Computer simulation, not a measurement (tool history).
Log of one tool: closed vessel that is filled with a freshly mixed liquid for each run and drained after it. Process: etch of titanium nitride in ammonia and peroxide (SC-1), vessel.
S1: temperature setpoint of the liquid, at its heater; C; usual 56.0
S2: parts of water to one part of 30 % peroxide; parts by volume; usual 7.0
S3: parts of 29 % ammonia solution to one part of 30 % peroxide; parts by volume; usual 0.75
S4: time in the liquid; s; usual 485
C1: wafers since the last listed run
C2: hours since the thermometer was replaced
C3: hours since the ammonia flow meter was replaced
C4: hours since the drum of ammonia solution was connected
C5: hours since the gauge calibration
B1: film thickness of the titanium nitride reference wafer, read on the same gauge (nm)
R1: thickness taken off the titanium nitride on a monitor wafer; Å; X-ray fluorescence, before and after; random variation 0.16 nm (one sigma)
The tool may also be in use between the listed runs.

run	hour	S1	S2	S3	S4	C1	C2	C3	C4	C5	B1	R1
1	0.0	56.0	7.0	0.75	485	0	2458.7	542.4	27.4	216.8	139.99	365.2
2	14.3	56.0	7.0	0.75	485	619	2473.0	556.7	41.7	231.1	140.02	363.7
3	32.7	56.0	7.0	0.75	485	797	2491.4	575.1	60.1	249.5	140.02	362.7
4	53.2	56.0	7.0	0.75	485	888	2511.9	595.6	80.6	270.0	139.99	365.4
# hour 57.3: thermometer replaced
5	73.0	56.0	7.0	0.75	485	814	15.7	615.4	100.4	289.8	140.01	401.1
6	86.0	56.0	7.0	0.75	485	563	28.7	628.4	113.4	302.8	139.99	401.1
7	100.0	56.0	7.0	0.75	485	606	42.7	642.4	127.4	316.8	140.01	399.0
8	126.9	56.0	7.0	0.75	485	1165	69.6	669.3	154.3	343.7	140.00	399.7
9	150.3	56.0	7.0	0.75	485	1013	93.0	692.7	177.7	367.1	139.97	404.0
10	181.9	56.0	9.5	0.75	485	1369	124.6	724.3	209.3	398.7	140.01	341.0
11	203.8	56.0	7.0	0.75	485	948	146.5	746.2	231.2	420.6	140.01	398.9
12	221.6	60.5	7.0	1.00	760	771	164.3	764.0	249.0	438.4	140.01	876.1
# hour 248.0: gauge calibrated
13	250.7	62.5	7.0	0.75	610	1260	193.4	793.1	278.1	2.7	139.99	765.0
14	268.6	56.0	7.0	0.75	485	775	211.3	811.0	296.0	20.6	140.00	395.2
15	292.2	56.0	8.5	0.40	485	1022	234.9	834.6	319.6	44.2	139.99	324.6
16	310.9	50.5	8.5	0.75	485	810	253.6	853.3	338.3	62.9	140.00	246.7
17	329.7	52.5	5.0	0.40	405	814	272.4	872.1	357.1	81.7	140.01	275.4
18	354.4	56.0	7.0	0.75	485	1070	297.1	896.8	381.8	106.4	140.00	393.9

Run 19 comes next. What will it give?
19	379.8	51.5	6.0	0.85	615	1100	322.5	922.2	407.2	131.8	?	?

{"run 19": {"B1": 139.99, "R1": 404.6}}
Without the tool's hidden state the same run would have given R1 420.5 Å.

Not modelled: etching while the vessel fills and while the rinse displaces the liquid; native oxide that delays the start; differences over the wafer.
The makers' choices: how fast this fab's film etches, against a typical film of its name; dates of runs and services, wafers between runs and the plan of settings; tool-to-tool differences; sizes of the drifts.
